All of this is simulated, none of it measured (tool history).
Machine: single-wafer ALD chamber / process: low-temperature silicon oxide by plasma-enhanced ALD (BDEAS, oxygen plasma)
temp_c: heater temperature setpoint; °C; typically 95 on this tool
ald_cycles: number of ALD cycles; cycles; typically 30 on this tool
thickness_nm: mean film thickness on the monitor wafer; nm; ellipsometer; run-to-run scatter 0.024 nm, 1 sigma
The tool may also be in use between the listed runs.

run      day  temp_c  ald_cycles  wafers since the last listed run  hours since the last thermocouple change  hours since the gauge calibration  read-back reference wafer on the same gauge, thickness_nm  thickness_nm
  1    0.000      95          30                                 0                                      60.0                             1516.4                                                      3.838         4.348
  2    3.371      95          30                               952                                     140.9                             1597.3                                                      3.822         4.350
  3   14.033      87          27                              3013                                     396.8                             1853.2                                                      3.802         3.987
  4   15.588      95          30                               439                                     434.1                             1890.5                                                      3.806         4.296
  5   17.446      85          30                               525                                     478.7                             1935.1                                                      3.799         4.460
  6   19.346      85          30                               537                                     524.3                             1980.7                                                      3.793         4.411
  7   22.262      85          30                               824                                     594.3                             2050.7                                                      3.785         4.462
  8   25.538      88          32                               925                                     672.9                             2129.3                                                      3.773         4.677
  9   28.892      88          32                               948                                     753.4                             2209.8                                                      3.770         4.657
 10   32.442      88          32                              1003                                     838.6                             2295.0                                                      3.763         4.648
 11   34.467      95          30                               572                                     887.2                             2343.6                                                      3.758         4.280
      41.058  -- gauge calibrated
 12   47.342      95          30                              3639                                    1196.2                              150.8                                                      3.873         4.382
 13   50.512      95          30                               896                                    1272.3                              226.9                                                      3.872         4.389
 14   52.021      95          30                               426                                    1308.5                              263.1                                                      3.873         4.385
      53.504  -- thermocouple changed; heater temperature recalibrated
 15   53.950      95          30                               451                                      10.7                              309.4                                                      3.875         4.408
 16   57.829      95          30                              1096                                     103.8                              402.5                                                      3.871         4.395
 17   61.771      95          30                              1114                                     198.4                              497.1                                                      3.865         4.348
 18   63.946      95          30                               614                                     250.6                              549.3                                                      3.864         4.345
 19   67.046     106          33                               876                                     325.0                              623.7                                                      3.865         4.632
 20   69.758     102          34                               766                                     390.1                              688.8                                                      3.856         4.856
 21   73.825      95          30                              1149                                     487.7                              786.4                                                      3.855         4.360
 22   75.942     100          24                               598                                     538.5                              837.2                                                      3.855         3.410
 23   78.046      86          30                               594                                     589.0                              887.7                                                      3.856         4.510
 24   80.633      83          34                               731                                     651.1                              949.8                                                      3.853         5.153
 25   85.112      95          30                              1266                                     758.6                             1057.3                                                      3.849         4.357
 26   87.654      95          30                               718                                     819.6                             1118.3                                                      3.840         4.316
 27   91.062     103          26                               963                                     901.4                             1200.1                                                      3.833         3.666
 28   92.829     103          34                               499                                     943.8                             1242.5                                                      3.835         4.814
 29   95.171      88          35                               661                                    1000.0                             1298.7                                                      3.829         5.160
 30   97.104     107          32                               546                                    1046.4                             1345.1                                                      3.826         4.445
 31  105.717      81          35                              2434                                    1253.1                             1551.8                                                      3.810         5.294
 32  109.133      87          30                               965                                    1335.1                             1633.8                                                      3.804         4.440
 33  111.200     102          26                               584                                    1384.7                             1683.4                                                      3.802         3.625
 34  113.662      83          27                               696                                    1443.8                             1742.5                                                      3.790         4.045
 35  118.067      95          30                              1244                                    1549.5                             1848.2                                                      3.788         4.288
     122.154  -- thermocouple changed; heater temperature recalibrated
 36  122.175     108          28                              1067                                       0.5                             1946.8                                                      3.779         3.822

4 ways to go on from here, each from the tool as it stands after run 36. What would each give?
  A  122.196      95          26                                 5                                       1.0                             1947.3                                                          ?             ?
  B  122.196     100          33                                 5                                       1.0                             1947.3                                                          ?             ?
  C  122.196     109          32                                 5                                       1.0                             1947.3                                                          ?             ?
  D  122.196      95          27                                 5                                       1.0                             1947.3                                                          ?             ?

run  read-back reference wafer on the same gauge, thickness_nm  thickness_nm
  A                                                      3.781         3.658
  B                                                      3.781         4.558
  C                                                      3.781         4.342
  D                                                      3.781         3.799
With the hidden condition removed and each run's random variation left untouched, the same runs would have given:
run  thickness_nm
  A         3.757
  B         4.680
  C         4.458
  D         3.901

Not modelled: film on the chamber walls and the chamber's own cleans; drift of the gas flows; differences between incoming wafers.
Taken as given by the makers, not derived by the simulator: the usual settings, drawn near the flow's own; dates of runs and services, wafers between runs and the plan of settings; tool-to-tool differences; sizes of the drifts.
